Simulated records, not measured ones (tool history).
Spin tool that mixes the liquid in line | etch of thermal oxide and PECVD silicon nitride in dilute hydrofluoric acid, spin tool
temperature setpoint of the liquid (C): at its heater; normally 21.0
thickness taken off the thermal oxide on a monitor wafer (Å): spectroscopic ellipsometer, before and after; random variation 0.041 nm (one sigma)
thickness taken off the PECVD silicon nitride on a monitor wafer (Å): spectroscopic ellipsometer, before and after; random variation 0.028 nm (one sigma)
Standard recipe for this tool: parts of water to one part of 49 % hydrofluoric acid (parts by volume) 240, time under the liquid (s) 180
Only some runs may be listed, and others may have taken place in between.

| run | hour | temperature setpoint of the liquid (C) | parts of water to one part of 49 % hydrofluoric acid (parts by volume) | time under the liquid (s) | read-back film thickness of the thermal oxide reference wafer, read on the same gauge (nm) | read-back film thickness of the PECVD silicon nitride reference wafer, read on the same gauge (nm) | thickness taken off the thermal oxide on a monitor wafer (Å) | thickness taken off the PECVD silicon nitride on a monitor wafer (Å) |
|---|---|---|---|---|---|---|---|---|
| 1 | 0.0 | 21.0 | 240 | 180 | 120.007 | 30.016 | 27.68 | 32.70 |
| 2 | 16.0 | 21.0 | 240 | 180 | 120.024 | 30.014 | 27.57 | 31.92 |
| 3 | 33.3 | 21.0 | 240 | 180 | 119.959 | 29.981 | 26.72 | 31.84 |
| 4 | 47.4 | 21.0 | 240 | 180 | 120.041 | 29.989 | 27.64 | 32.18 |
| 5 | 60.4 | 21.0 | 240 | 180 | 119.979 | 30.007 | 27.85 | 32.11 |
| 6 | 74.1 | 21.0 | 240 | 180 | 120.034 | 29.967 | 27.20 | 32.42 |
| 7 | 106.0 | 21.0 | 240 | 180 | 120.000 | 29.974 | 28.30 | 32.95 |
|  | 110.7 | hydrofluoric acid flow meter replaced |
| 8 | 113.2 | 24.5 | 240 | 180 | 120.032 | 30.013 | 31.39 | 40.69 |
| 9 | 130.3 | 24.5 | 240 | 180 | 119.997 | 29.992 | 30.38 | 39.93 |
| 10 | 143.7 | 24.5 | 240 | 180 | 119.956 | 30.036 | 30.90 | 40.70 |
| 11 | 154.4 | 21.0 | 310 | 150 | 119.943 | 29.987 | 16.63 | 21.03 |
|  | 160.8 | thermometer replaced |
| 12 | 161.3 | 21.0 | 240 | 180 | 120.013 | 29.973 | 27.73 | 32.44 |
| 13 | 170.5 | 17.0 | 280 | 145 | 119.992 | 30.020 | 15.62 | 17.23 |
|  | 183.4 | gauge calibrated |
| 14 | 220.3 | 17.0 | 270 | 275 | 119.976 | 30.022 | 31.93 | 33.88 |
| 15 | 234.0 | 24.0 | 335 | 225 | 119.997 | 29.996 | 25.07 | 35.09 |
| 16 | 250.5 | 21.0 | 240 | 180 | 119.992 | 30.015 | 28.10 | 32.54 |
| 17 | 267.1 | 25.5 | 150 | 250 | 119.960 | 29.994 | 80.61 | 96.16 |
| 18 | 285.0 | 21.0 | 275 | 230 | 119.994 | 30.002 | 29.54 | 36.36 |
| 19 | 294.8 | 21.0 | 240 | 180 | 119.990 | 29.988 | 27.22 | 32.67 |
| 20 | 301.0 | 19.5 | 125 | 220 | 120.001 | 29.993 | 67.78 | 68.38 |

Predict each of these 5 candidate next runs independently; none follows another, all start after run 20:
| A | 301.5 | 21.0 | 240 | 180 | ? | ? | ? | ? |
| B | 301.5 | 23.0 | 240 | 285 | ? | ? | ? | ? |
| C | 301.5 | 21.0 | 350 | 140 | ? | ? | ? | ? |
| D | 301.5 | 18.5 | 240 | 180 | ? | ? | ? | ? |
| E | 301.5 | 17.0 | 155 | 180 | ? | ? | ? | ? |

| run | read-back film thickness of the thermal oxide reference wafer, read on the same gauge (nm) | read-back film thickness of the PECVD silicon nitride reference wafer, read on the same gauge (nm) | thickness taken off the thermal oxide on a monitor wafer (Å) | thickness taken off the PECVD silicon nitride on a monitor wafer (Å) |
|---|---|---|---|---|
| A | 120.031 | 30.020 | 27.87 | 32.28 |
| B | 120.031 | 30.020 | 47.50 | 58.04 |
| C | 120.031 | 30.020 | 13.44 | 17.40 |
| D | 120.031 | 30.020 | 25.35 | 27.45 |
| E | 120.031 | 30.020 | 40.05 | 37.80 |
Had the tool no hidden state, the same runs would have come out as:
| run | thickness taken off the thermal oxide on a monitor wafer (Å) | thickness taken off the PECVD silicon nitride on a monitor wafer (Å) |
|---|---|---|
| A | 27.87 | 32.28 |
| B | 47.50 | 58.04 |
| C | 13.44 | 17.40 |
| D | 25.35 | 27.45 |
| E | 40.05 | 37.80 |
